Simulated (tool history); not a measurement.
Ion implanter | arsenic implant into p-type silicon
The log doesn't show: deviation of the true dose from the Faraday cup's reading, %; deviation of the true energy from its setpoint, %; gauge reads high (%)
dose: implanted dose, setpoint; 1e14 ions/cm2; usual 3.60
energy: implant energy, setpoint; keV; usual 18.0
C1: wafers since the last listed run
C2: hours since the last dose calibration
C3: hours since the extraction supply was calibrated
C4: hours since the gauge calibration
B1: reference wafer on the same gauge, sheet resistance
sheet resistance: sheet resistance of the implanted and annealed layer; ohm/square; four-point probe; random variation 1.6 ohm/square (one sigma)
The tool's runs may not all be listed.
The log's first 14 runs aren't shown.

Run 15, hour 390.9: usual settings but energy 21.0 keV; C1 859; C2 458.0; C3 6027.4; C4 467.8; B1 288.75. Result: sheet resistance 263.10 ohm/square.
Run 16, hour 414.6: usual settings but energy 21.0 keV; C1 626; C2 481.7; C3 6051.1; C4 491.5; B1 288.41. Result: sheet resistance 266.16 ohm/square.
Run 17, hour 438.4: usual settings but energy 15.0 keV; C1 629; C2 505.5; C3 6074.9; C4 515.3; B1 288.96. Result: sheet resistance 277.58 ohm/square.
At hour 467.8: extraction supply calibrated.
Run 18, hour 468.3: usual settings but dose 3.25 1e14 ions/cm2, energy 15.0 keV; C1 579; C2 535.4; C3 0.5; C4 545.2; B1 289.39. Result: sheet resistance 297.89 ohm/square.
Run 19, hour 485.6: usual settings but dose 3.22 1e14 ions/cm2, energy 22.5 keV; C1 457; C2 552.7; C3 17.8; C4 562.5; B1 288.84. Result: sheet resistance 284.45 ohm/square.
Run 20, hour 511.1: usual settings but energy 15.5 keV; C1 674; C2 578.2; C3 43.3; C4 588.0; B1 288.64. Result: sheet resistance 275.77 ohm/square.
At hour 512.1: gauge calibrated.
Run 21, hour 535.1: usual settings but dose 4.08 1e14 ions/cm2, energy 22.5 keV; C1 634; C2 602.2; C3 67.3; C4 23.0; B1 289.45. Result: sheet resistance 237.77 ohm/square.
Run 22, hour 636.7: usual settings but dose 2.85 1e14 ions/cm2, energy 23.5 keV; C1 2687; C2 703.8; C3 168.9; C4 124.6; B1 288.84. Result: sheet resistance 308.20 ohm/square.
Run 23, hour 670.7: usual settings; C1 899; C2 737.8; C3 202.9; C4 158.6; B1 288.94. Result: sheet resistance 268.98 ohm/square.
Run 24, hour 702.0: usual settings but dose 2.94 1e14 ions/cm2; C1 827; C2 769.1; C3 234.2; C4 189.9; B1 289.59. Result: sheet resistance 313.64 ohm/square.
At hour 723.2: Faraday cup replaced and dose calibrated.
Run 25, hour 735.9: usual settings but dose 4.40 1e14 ions/cm2, energy 14.5 keV; C1 685; C2 12.7; C3 268.1; C4 223.8; B1 289.41. Result: sheet resistance 232.67 ohm/square.
Run 26, hour 752.3: usual settings but dose 4.55 1e14 ions/cm2, energy 22.5 keV; C1 433; C2 29.1; C3 284.5; C4 240.2; B1 288.84. Result: sheet resistance 214.50 ohm/square.
Run 27, hour 791.8: usual settings; C1 1044; C2 68.6; C3 324.0; C4 279.7; B1 289.24. Result: sheet resistance 266.76 ohm/square.
Run 28, hour 806.0: usual settings; C1 375; C2 82.8; C3 338.2; C4 293.9; B1 288.81. Result: sheet resistance 262.38 ohm/square.
Run 29, hour 840.8: usual settings but energy 12.5 keV; C1 920; C2 117.6; C3 373.0; C4 328.7; B1 288.88. Result: sheet resistance 274.30 ohm/square.
Run 30, hour 873.3: usual settings but dose 4.53 1e14 ions/cm2, energy 15.5 keV; C1 859; C2 150.1; C3 405.5; C4 361.2; B1 289.14. Result: sheet resistance 228.50 ohm/square.
Run 31, hour 907.4: usual settings but energy 22.0 keV; C1 901; C2 184.2; C3 439.6; C4 395.3; B1 289.28. Result: sheet resistance 258.74 ohm/square.
Run 32, hour 938.7: usual settings but dose 3.94 1e14 ions/cm2, energy 23.0 keV; C1 827; C2 215.5; C3 470.9; C4 426.6; B1 288.98. Result: sheet resistance 239.25 ohm/square.

3 ways to go on from here, each from the tool as it stands after run 32. What would each give?
Run A, hour 939.1: usual settings but energy 20.0 keV; C1 10; C2 215.9; C3 471.3; C4 427.0; B1 ?. Result: sheet resistance ?.
Run B, hour 939.1: usual settings but dose 3.25 1e14 ions/cm2, energy 20.5 keV; C1 10; C2 215.9; C3 471.3; C4 427.0; B1 ?. Result: sheet resistance ?.
Run C, hour 939.1: usual settings but energy 13.0 keV; C1 10; C2 215.9; C3 471.3; C4 427.0; B1 ?. Result: sheet resistance ?.

run      B1  sheet resistance
  A  289.03            263.66
  B  289.03            283.71
  C  289.03            278.40
Without the tool's hidden state the same runs would have given:
run  sheet resistance
  A            257.37
  B            276.91
  C            271.74
